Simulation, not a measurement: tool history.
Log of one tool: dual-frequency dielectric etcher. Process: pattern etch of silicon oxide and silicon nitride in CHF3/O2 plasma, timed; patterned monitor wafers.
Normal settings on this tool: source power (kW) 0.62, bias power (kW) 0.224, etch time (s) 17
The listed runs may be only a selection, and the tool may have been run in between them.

| run | day | source power (kW) | bias power (kW) | etch time (s) | wafers since the last listed run | hours since the last wet clean | hours since the last source power generator calibration | hours since the last bias power generator calibration | hours since the last upper electrode change | hours since the gauge calibration | read-back reference wafer on the same gauge, depth_nm | mean etch depth across the wafer (nm) |
|---|---|---|---|---|---|---|---|---|---|---|---|---|
| 1 | 0 | 0.53 | 0.224 | 17 | 0 | 426.6 | 3681.3 | 2607.3 | 1255.5 | 1997 | 29.76 | 26.21 |
| 2 | 2.946 | 0.53 | 0.224 | 17 | 977 | 497.3 | 3752 | 2678 | 1326.2 | 2067.7 | 29.72 | 26.07 |
| 3 | 5.058 | 0.53 | 0.224 | 17 | 700 | 548 | 3802.7 | 2728.7 | 1376.9 | 2118.4 | 29.72 | 26.2 |
|  | 6.954 | wet clean of the chamber |
| 4 | 7.888 | 0.62 | 0.224 | 17 | 606 | 22.4 | 3870.6 | 2796.6 | 1444.8 | 2186.3 | 29.7 | 27.3 |
| 5 | 12.142 | 0.62 | 0.224 | 17 | 1411 | 124.5 | 3972.7 | 2898.7 | 1546.9 | 2288.4 | 29.72 | 27.43 |
| 6 | 15.054 | 0.62 | 0.207 | 17 | 966 | 194.4 | 4042.6 | 2968.6 | 1616.8 | 2358.3 | 29.71 | 26.95 |
| 7 | 18.483 | 0.62 | 0.207 | 17 | 1137 | 276.7 | 4124.9 | 3050.9 | 1699.1 | 2440.6 | 29.74 | 27.11 |
| 8 | 21.133 | 0.62 | 0.207 | 17 | 879 | 340.3 | 4188.5 | 3114.5 | 1762.7 | 2504.2 | 29.72 | 27.14 |
| 9 | 23.625 | 0.7 | 0.224 | 17 | 826 | 400.1 | 4248.3 | 3174.3 | 1822.5 | 2564 | 29.72 | 28.93 |
| 10 | 26.267 | 0.7 | 0.224 | 17 | 876 | 463.5 | 4311.7 | 3237.7 | 1885.9 | 2627.4 | 29.69 | 29.17 |
|  | 28.167 | gauge calibrated |
|  | 28.417 | source power generator calibrated |
|  | 29.954 | bias power generator calibrated |
| 11 | 29.975 | 0.62 | 0.195 | 18 | 1119 | 552.5 | 37.4 | 0.5 | 1974.9 | 43.4 | 29.72 | 28.74 |
|  | 32.071 | wet clean of the chamber |
| 12 | 32.938 | 0.62 | 0.197 | 17 | 651 | 20.8 | 108.5 | 71.6 | 2046 | 114.5 | 29.69 | 26.54 |
| 13 | 36.542 | 0.5 | 0.264 | 22 | 1195 | 107.3 | 195 | 158.1 | 2132.5 | 201 | 29.66 | 33.76 |
| 14 | 44.821 | 0.62 | 0.224 | 19.5 | 2746 | 306 | 393.7 | 356.8 | 2331.2 | 399.7 | 29.65 | 31.48 |
| 15 | 49.217 | 0.62 | 0.276 | 15.5 | 1458 | 411.5 | 499.2 | 462.3 | 2436.7 | 505.2 | 29.7 | 26.49 |
| 16 | 52.204 | 0.55 | 0.207 | 15.5 | 991 | 483.2 | 570.9 | 534 | 2508.4 | 576.9 | 29.7 | 23.71 |
| 17 | 54.929 | 0.68 | 0.224 | 17 | 904 | 548.6 | 636.3 | 599.4 | 2573.8 | 642.3 | 29.7 | 28.88 |
|  | 57.504 | wet clean of the chamber |
| 18 | 59.142 | 0.62 | 0.224 | 17 | 1065 | 39.3 | 737.4 | 700.5 | 2674.9 | 743.4 | 29.72 | 27.43 |
| 19 | 69.858 | 0.62 | 0.195 | 18 | 3555 | 296.5 | 994.6 | 957.7 | 2932.1 | 1000.6 | 29.7 | 28.33 |
|  | 71.4 | upper electrode replaced |
| 20 | 73.508 | 0.62 | 0.224 | 17 | 879 | 384.1 | 1082.2 | 1045.3 | 50.6 | 1088.2 | 29.68 | 27.77 |
| 21 | 77.954 | 0.62 | 0.262 | 17 | 1474 | 490.8 | 1188.9 | 1152 | 157.3 | 1194.9 | 29.65 | 28.86 |
|  | 82.242 | wet clean of the chamber |
| 22 | 83.017 | 0.73 | 0.172 | 19 | 1347 | 18.6 | 1310.4 | 1273.5 | 278.8 | 1316.4 | 29.71 | 30.72 |
| 23 | 85.721 | 0.62 | 0.224 | 17 | 897 | 83.5 | 1375.3 | 1338.4 | 343.7 | 1381.3 | 29.67 | 27.33 |
| 24 | 89.258 | 0.62 | 0.224 | 17 | 1173 | 168.4 | 1460.2 | 1423.3 | 428.6 | 1466.2 | 29.7 | 27.57 |
| 25 | 91.338 | 0.62 | 0.224 | 17 | 689 | 218.3 | 1510.1 | 1473.2 | 478.5 | 1516.1 | 29.69 | 27.36 |
| 26 | 94.342 | 0.62 | 0.18 | 12.5 | 996 | 290.4 | 1582.2 | 1545.3 | 550.6 | 1588.2 | 29.73 | 19.3 |
| 27 | 96.546 | 0.57 | 0.261 | 21.5 | 731 | 343.3 | 1635.1 | 1598.2 | 603.5 | 1641.1 | 29.71 | 35.12 |
| 28 | 100.125 | 0.7 | 0.248 | 13 | 1187 | 429.2 | 1721 | 1684.1 | 689.4 | 1727 | 29.69 | 22.77 |
| 29 | 102.992 | 0.7 | 0.261 | 22 | 951 | 498 | 1789.8 | 1752.9 | 758.2 | 1795.8 | 29.71 | 39.03 |

Predict each of these 4 candidate next runs independently; none follows another, all start after run 29:
| A | 103.008 | 0.62 | 0.224 | 17 | 5 | 498.4 | 1790.2 | 1753.3 | 758.6 | 1796.2 | ? | ? |
| B | 103.008 | 0.51 | 0.266 | 21.5 | 5 | 498.4 | 1790.2 | 1753.3 | 758.6 | 1796.2 | ? | ? |
| C | 103.008 | 0.62 | 0.193 | 19.5 | 5 | 498.4 | 1790.2 | 1753.3 | 758.6 | 1796.2 | ? | ? |
| D | 103.008 | 0.55 | 0.181 | 14 | 5 | 498.4 | 1790.2 | 1753.3 | 758.6 | 1796.2 | ? | ? |

| run | read-back reference wafer on the same gauge, depth_nm | mean etch depth across the wafer (nm) |
|---|---|---|
| A | 29.68 | 27.67 |
| B | 29.68 | 33.72 |
| C | 29.68 | 30.76 |
| D | 29.68 | 20.79 |
What these runs would have given with no unlogged condition in the tool:
| run | mean etch depth across the wafer (nm) |
|---|---|
| A | 27.15 |
| B | 33.09 |
| C | 30.19 |
| D | 20.41 |

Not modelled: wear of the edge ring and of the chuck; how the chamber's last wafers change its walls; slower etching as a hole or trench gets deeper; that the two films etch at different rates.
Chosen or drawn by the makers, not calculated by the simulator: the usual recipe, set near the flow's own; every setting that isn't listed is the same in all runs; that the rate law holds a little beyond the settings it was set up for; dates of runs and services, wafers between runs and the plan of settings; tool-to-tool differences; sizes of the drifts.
